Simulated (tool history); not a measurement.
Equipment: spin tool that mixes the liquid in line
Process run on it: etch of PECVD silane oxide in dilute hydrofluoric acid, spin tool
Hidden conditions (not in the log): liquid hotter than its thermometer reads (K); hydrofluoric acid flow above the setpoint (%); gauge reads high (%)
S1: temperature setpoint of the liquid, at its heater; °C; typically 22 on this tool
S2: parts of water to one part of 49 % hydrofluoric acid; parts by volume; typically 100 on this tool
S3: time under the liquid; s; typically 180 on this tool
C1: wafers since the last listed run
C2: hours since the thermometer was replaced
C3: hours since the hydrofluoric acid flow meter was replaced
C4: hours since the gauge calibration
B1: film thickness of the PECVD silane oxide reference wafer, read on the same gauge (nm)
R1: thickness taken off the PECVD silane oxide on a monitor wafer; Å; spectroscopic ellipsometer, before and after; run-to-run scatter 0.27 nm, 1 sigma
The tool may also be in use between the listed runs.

run 1 hour=0 | S1=22 S2=100 S3=180 | C1=0 C2=1760.4 C3=1030.9 C4=1978.8 | B1=90 | R1=275.6
run 2 hour=39.9 | S1=22 S2=100 S3=180 | C1=375 C2=1800.3 C3=1070.8 C4=2018.7 | B1=90 | R1=279.3
-- hour=58.6 thermometer replaced
-- hour=83.2 hydrofluoric acid flow meter replaced
run 3 hour=103.3 | S1=22 S2=100 S3=140 | C1=577 C2=44.7 C3=20.1 C4=2082.1 | B1=90.03 | R1=218.7
-- hour=155.1 gauge calibrated
run 4 hour=170 | S1=22 S2=100 S3=180 | C1=627 C2=111.4 C3=86.8 C4=14.9 | B1=89.98 | R1=280.5
run 5 hour=212.8 | S1=22 S2=100 S3=180 | C1=402 C2=154.2 C3=129.6 C4=57.7 | B1=90.03 | R1=276
run 6 hour=263.6 | S1=22 S2=100 S3=180 | C1=478 C2=205 C3=180.4 C4=108.5 | B1=89.99 | R1=283.6
run 7 hour=293.8 | S1=22 S2=100 S3=180 | C1=284 C2=235.2 C3=210.6 C4=138.7 | B1=89.99 | R1=280.5
run 8 hour=345.9 | S1=22 S2=100 S3=180 | C1=490 C2=287.3 C3=262.7 C4=190.8 | B1=90 | R1=281
run 9 hour=401 | S1=22 S2=100 S3=180 | C1=518 C2=342.4 C3=317.8 C4=245.9 | B1=89.98 | R1=277.3
run 10 hour=439.4 | S1=22 S2=135 S3=180 | C1=361 C2=380.8 C3=356.2 C4=284.3 | B1=89.98 | R1=199.5
run 11 hour=470.4 | S1=22 S2=100 S3=180 | C1=291 C2=411.8 C3=387.2 C4=315.3 | B1=90.01 | R1=285.8
run 12 hour=519.5 | S1=23.5 S2=65 S3=100 | C1=462 C2=460.9 C3=436.3 C4=364.4 | B1=89.98 | R1=270.8
run 13 hour=546.9 | S1=20 S2=65 S3=90 | C1=257 C2=488.3 C3=463.7 C4=391.8 | B1=89.96 | R1=202.7
run 14 hour=593.5 | S1=22 S2=100 S3=180 | C1=438 C2=534.9 C3=510.3 C4=438.4 | B1=90.02 | R1=278.3
run 15 hour=652.1 | S1=22 S2=100 S3=180 | C1=551 C2=593.5 C3=568.9 C4=497 | B1=89.93 | R1=279.7
run 16 hour=685.5 | S1=22 S2=145 S3=215 | C1=314 C2=626.9 C3=602.3 C4=530.4 | B1=90 | R1=219.7
run 17 hour=738.1 | S1=26 S2=125 S3=245 | C1=495 C2=679.5 C3=654.9 C4=583 | B1=90.01 | R1=350.2
run 18 hour=805.3 | S1=22 S2=100 S3=130 | C1=632 C2=746.7 C3=722.1 C4=650.2 | B1=90.03 | R1=200.5
run 19 hour=867.9 | S1=26.5 S2=100 S3=250 | C1=589 C2=809.3 C3=784.7 C4=712.8 | B1=90 | R1=468.9
run 20 hour=923.1 | S1=22 S2=100 S3=180 | C1=519 C2=864.5 C3=839.9 C4=768 | B1=90.03 | R1=275.1
run 21 hour=953.3 | S1=18.5 S2=130 S3=265 | C1=284 C2=894.7 C3=870.1 C4=798.2 | B1=90 | R1=266.7
run 22 hour=988.6 | S1=22 S2=100 S3=225 | C1=332 C2=930 C3=905.4 C4=833.5 | B1=90.04 | R1=355.4
run 23 hour=1054.2 | S1=22 S2=115 S3=290 | C1=617 C2=995.6 C3=971 C4=899.1 | B1=90.04 | R1=390.1
run 24 hour=1087.4 | S1=22 S2=65 S3=230 | C1=312 C2=1028.8 C3=1004.2 C4=932.3 | B1=89.98 | R1=580.8
-- hour=1118.6 hydrofluoric acid flow meter replaced
run 25 hour=1139.9 | S1=26.5 S2=85 S3=270 | C1=484 C2=1081.3 C3=21.3 C4=984.8 | B1=89.99 | R1=599.8
run 26 hour=1206.4 | S1=25 S2=130 S3=125 | C1=625 C2=1147.8 C3=87.8 C4=1051.3 | B1=90 | R1=163.8
run 27 hour=1241 | S1=19.5 S2=65 S3=180 | C1=325 C2=1182.4 C3=122.4 C4=1085.9 | B1=89.98 | R1=407.7
run 28 hour=1296.8 | S1=19 S2=100 S3=140 | C1=525 C2=1238.2 C3=178.2 C4=1141.7 | B1=89.96 | R1=192.1
run 29 hour=1356.3 | S1=22 S2=100 S3=180 | C1=560 C2=1297.7 C3=237.7 C4=1201.2 | B1=90.01 | R1=279.2
run 30 hour=1409.9 | S1=22 S2=85 S3=105 | C1=504 C2=1351.3 C3=291.3 C4=1254.8 | B1=89.93 | R1=196.8
run 31 hour=1437.6 | S1=25 S2=135 S3=235 | C1=260 C2=1379 C3=319 C4=1282.5 | B1=89.99 | R1=292.8
run 32 hour=1472.2 | S1=22 S2=100 S3=180 | C1=325 C2=1413.6 C3=353.6 C4=1317.1 | B1=89.98 | R1=278
run 33 hour=1539.3 | S1=22 S2=70 S3=105 | C1=631 C2=1480.7 C3=420.7 C4=1384.2 | B1=90.01 | R1=242.3
run 34 hour=1587.6 | S1=22 S2=100 S3=110 | C1=454 C2=1529 C3=469 C4=1432.5 | B1=90 | R1=170.7

Hidden state at the last listed run before each entry between runs and at the first one after, where it differs:
From run 2 to run 3: thermometer replaced (hour 58.6); hydrofluoric acid flow meter replaced (hour 83.2)
  no difference in the tool's unlogged condition between these two runs
From run 3 to run 4: gauge calibrated (hour 155.1)
  no difference in the tool's unlogged condition between these two runs
From run 24 to run 25: hydrofluoric acid flow meter replaced (hour 1118.6)
  no difference in the tool's unlogged condition between these two runs
